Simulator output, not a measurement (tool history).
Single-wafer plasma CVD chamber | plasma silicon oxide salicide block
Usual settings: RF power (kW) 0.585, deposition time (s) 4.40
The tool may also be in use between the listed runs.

run	hour	RF power (kW)	deposition time (s)	wafers since the last listed run	hours since the last RF generator calibration	hours since the showerhead was replaced	hours since the gauge calibration	read-back reference wafer on the same gauge, thickness_nm	mean film thickness on the monitor wafer (angstrom)
1	0.0	0.585	4.21	0	2209.2	2890.2	173.1	35.284	409.22
2	11.7	0.585	4.21	282	2220.9	2901.9	184.8	35.304	408.81
3	23.0	0.585	4.21	272	2232.2	2913.2	196.1	35.305	406.98
4	37.4	0.585	4.40	347	2246.6	2927.6	210.5	35.327	424.52
5	54.5	0.585	4.40	412	2263.7	2944.7	227.6	35.271	427.48
6	61.0	0.585	4.40	156	2270.2	2951.2	234.1	35.295	425.28
7	73.6	0.585	4.40	304	2282.8	2963.8	246.7	35.316	426.55
8	91.4	0.585	4.40	429	2300.6	2981.6	264.5	35.332	426.42
9	104.0	0.585	4.40	304	2313.2	2994.2	277.1	35.286	427.30
10	110.8	0.585	4.40	164	2320.0	3001.0	283.9	35.334	424.00
11	126.6	0.585	4.40	381	2335.8	3016.8	299.7	35.297	425.23
12	141.4	0.585	4.40	357	2350.6	3031.6	314.5	35.333	425.32
13	158.7	0.495	3.89	417	2367.9	3048.9	331.8	35.326	357.71
# hour 172.4: showerhead replaced
14	172.9	0.585	4.40	149	2382.1	0.5	346.0	35.261	427.12
15	177.9	0.585	4.74	120	2387.1	5.5	351.0	35.257	462.22
# hour 186.3: gauge calibrated
16	192.5	0.585	4.74	352	2401.7	20.1	6.2	35.256	457.62
17	209.1	0.585	4.40	400	2418.3	36.7	22.8	35.278	425.57
18	220.1	0.585	4.40	265	2429.3	47.7	33.8	35.262	426.00
19	233.3	0.585	4.11	318	2442.5	60.9	47.0	35.302	398.54
20	241.5	0.585	4.11	197	2450.7	69.1	55.2	35.312	399.56
21	259.0	0.480	3.94	422	2468.2	86.6	72.7	35.236	359.36
22	265.5	0.495	4.40	156	2474.7	93.1	79.2	35.313	405.16
# hour 285.8: RF generator calibrated
23	286.3	0.585	5.13	308	0.5	113.9	100.0	35.329	497.17
24	292.1	0.680	3.69	140	6.3	119.7	105.8	35.328	377.01
25	305.5	0.620	4.40	323	19.7	133.1	119.2	35.278	432.19
26	315.4	0.655	5.26	238	29.6	143.0	129.1	35.311	528.27
27	323.4	0.585	4.40	193	37.6	151.0	137.1	35.288	426.77
28	359.6	0.585	4.40	873	73.8	187.2	173.3	35.266	428.15
29	366.1	0.475	4.40	156	80.3	193.7	179.8	35.274	399.43
30	373.3	0.485	3.96	173	87.5	200.9	187.0	35.254	363.44
31	385.9	0.585	4.16	304	100.1	213.5	199.6	35.295	403.03
32	400.2	0.630	4.95	345	114.4	227.8	213.9	35.352	490.79
33	417.3	0.585	4.40	412	131.5	244.9	231.0	35.279	426.95
34	431.0	0.470	4.69	330	145.2	258.6	244.7	35.315	426.12
35	438.3	0.585	3.95	176	152.5	265.9	252.0	35.326	382.68
36	449.5	0.475	4.05	270	163.7	277.1	263.2	35.268	367.39
37	463.0	0.585	4.40	325	177.2	290.6	276.7	35.279	426.30
38	475.0	0.475	4.05	289	189.2	302.6	288.7	35.310	366.68

Forecast run 39:
39	515.6	0.585	5.04	980	229.8	343.2	329.3	?	?

Run 39 gave read-back reference wafer on the same gauge, thickness_nm 35.236, mean film thickness on the monitor wafer (angstrom) 488.26.
Without the tool's hidden state the same run would have given mean film thickness on the monitor wafer (angstrom) 488.26.
